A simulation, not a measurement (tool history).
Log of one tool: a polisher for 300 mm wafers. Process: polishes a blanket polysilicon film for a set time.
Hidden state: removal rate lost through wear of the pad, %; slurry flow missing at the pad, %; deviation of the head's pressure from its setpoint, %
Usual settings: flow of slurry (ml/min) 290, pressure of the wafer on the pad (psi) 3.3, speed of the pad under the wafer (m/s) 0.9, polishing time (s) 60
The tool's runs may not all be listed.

| run | hour | flow of slurry (ml/min) | pressure of the wafer on the pad (psi) | speed of the pad under the wafer (m/s) | polishing time (s) | wafers since the last listed run | wafers polished on this pad | hours since the slurry nozzle was cleaned | hours since the head pressure was calibrated | incoming thickness of the incoming film, nm | film removed (nm) |
|---|---|---|---|---|---|---|---|---|---|---|---|
| 1 | 0 | 290 | 3.3 | 0.9 | 60 | 0 | 4232 | 542.1 | 770.5 | 1460.2 | 396.6 |
|  | 0.2 | head pressure recalibrated |
|  | 89.8 | worn pad replaced by a new one |
| 2 | 107.5 | 290 | 3.3 | 0.9 | 60 | 1497 | 256 | 649.6 | 107.3 | 1464.2 | 429.4 |
| 3 | 203.7 | 290 | 3.3 | 0.9 | 71 | 1394 | 1650 | 745.8 | 203.5 | 1466.7 | 476.2 |
|  | 233 | slurry nozzle cleaned |
| 4 | 311 | 290 | 3.3 | 0.9 | 68 | 1541 | 3191 | 78 | 310.8 | 1449.6 | 446.1 |
| 5 | 494.3 | 290 | 3.3 | 0.9 | 47 | 2657 | 5848 | 261.3 | 494.1 | 1462.3 | 307.8 |
|  | 573.9 | worn pad replaced by a new one |
| 6 | 574.4 | 290 | 3.3 | 0.9 | 47 | 1103 | 6 | 341.4 | 574.2 | 1467.7 | 313.1 |
| 7 | 626.5 | 290 | 3.3 | 0.9 | 47 | 755 | 761 | 393.5 | 626.3 | 1460.6 | 310.1 |
| 8 | 730.9 | 290 | 3.3 | 0.9 | 54 | 1513 | 2275 | 497.9 | 730.7 | 1450.5 | 360.6 |
|  | 801.4 | head pressure recalibrated |
| 9 | 805.1 | 290 | 3.3 | 0.9 | 54 | 1046 | 3322 | 572.1 | 3.7 | 1465 | 380.9 |
| 10 | 905.4 | 290 | 3.3 | 0.9 | 54 | 1454 | 4776 | 672.4 | 104 | 1464 | 375.4 |
| 11 | 978 | 290 | 3.3 | 0.9 | 65 | 1052 | 5828 | 745 | 176.6 | 1470.2 | 442 |
|  | 1022.4 | slurry nozzle cleaned |
|  | 1068.3 | worn pad replaced by a new one |
| 12 | 1080.7 | 290 | 3.3 | 0.9 | 65 | 1416 | 180 | 58.3 | 279.3 | 1497.1 | 430.3 |
| 13 | 1187.2 | 290 | 3.3 | 0.9 | 65 | 1543 | 1724 | 164.8 | 385.8 | 1468 | 429.7 |
| 14 | 1278.8 | 290 | 3.3 | 0.9 | 60 | 1327 | 3052 | 256.4 | 477.4 | 1487.1 | 397.8 |
| 15 | 1364 | 225 | 2.3 | 1.12 | 60 | 1235 | 4287 | 341.6 | 562.6 | 1465.6 | 371.6 |
|  | 1452.9 | worn pad replaced by a new one |
| 16 | 1454.7 | 290 | 2.2 | 0.62 | 60 | 1256 | 26 | 432.3 | 653.3 | 1487.3 | 201.9 |
| 17 | 1513.3 | 290 | 3.3 | 0.9 | 60 | 849 | 876 | 490.9 | 711.9 | 1462.5 | 390.3 |
| 18 | 1557.7 | 340 | 2.2 | 0.74 | 40 | 643 | 1519 | 535.3 | 756.3 | 1456.4 | 165.6 |
|  | 1590 | head pressure recalibrated |
| 19 | 1602.5 | 345 | 3.3 | 0.9 | 52 | 620 | 2140 | 580.1 | 12.5 | 1469.8 | 376.5 |
| 20 | 1699.3 | 290 | 3.3 | 1.1 | 60 | 1403 | 3543 | 676.9 | 109.3 | 1473.2 | 518.4 |
| 21 | 1776.7 | 345 | 3.3 | 0.9 | 52 | 1122 | 4665 | 754.3 | 186.7 | 1451.1 | 358.4 |
|  | 1821.7 | worn pad replaced by a new one |
|  | 1840.8 | slurry nozzle cleaned |
| 22 | 1879.8 | 385 | 3.3 | 0.9 | 60 | 1422 | 828 | 39 | 289.8 | 1484.5 | 411.7 |
| 23 | 1931.9 | 290 | 3.3 | 1.1 | 60 | 755 | 1583 | 91.1 | 341.9 | 1481.5 | 490.7 |
| 24 | 2003.7 | 290 | 2.2 | 0.62 | 60 | 1040 | 2624 | 162.9 | 413.7 | 1451.9 | 208.7 |
| 25 | 2076.8 | 290 | 3.8 | 0.6 | 60 | 1059 | 3683 | 236 | 486.8 | 1488.9 | 293.6 |
| 26 | 2154.7 | 290 | 4.1 | 0.9 | 66 | 1129 | 4813 | 313.9 | 564.7 | 1488.5 | 506.2 |

Forecast each of these 3 alternatives for the next run:
| A | 2155.1 | 290 | 3.3 | 0.9 | 60 | 5 | 4819 | 314.3 | 565.1 | 1459.6 | ? |
| B | 2155.1 | 290 | 4.1 | 1.2 | 60 | 5 | 4819 | 314.3 | 565.1 | 1459.6 | ? |
| C | 2155.1 | 320 | 3.3 | 0.98 | 66 | 5 | 4819 | 314.3 | 565.1 | 1459.6 | ? |

| run | film removed (nm) |
|---|---|
| A | 394.3 |
| B | 618.6 |
| C | 476.7 |
Without the tool's hidden state the same runs would have given:
| run | film removed (nm) |
|---|---|
| A | 427.8 |
| B | 671.2 |
| C | 517.3 |
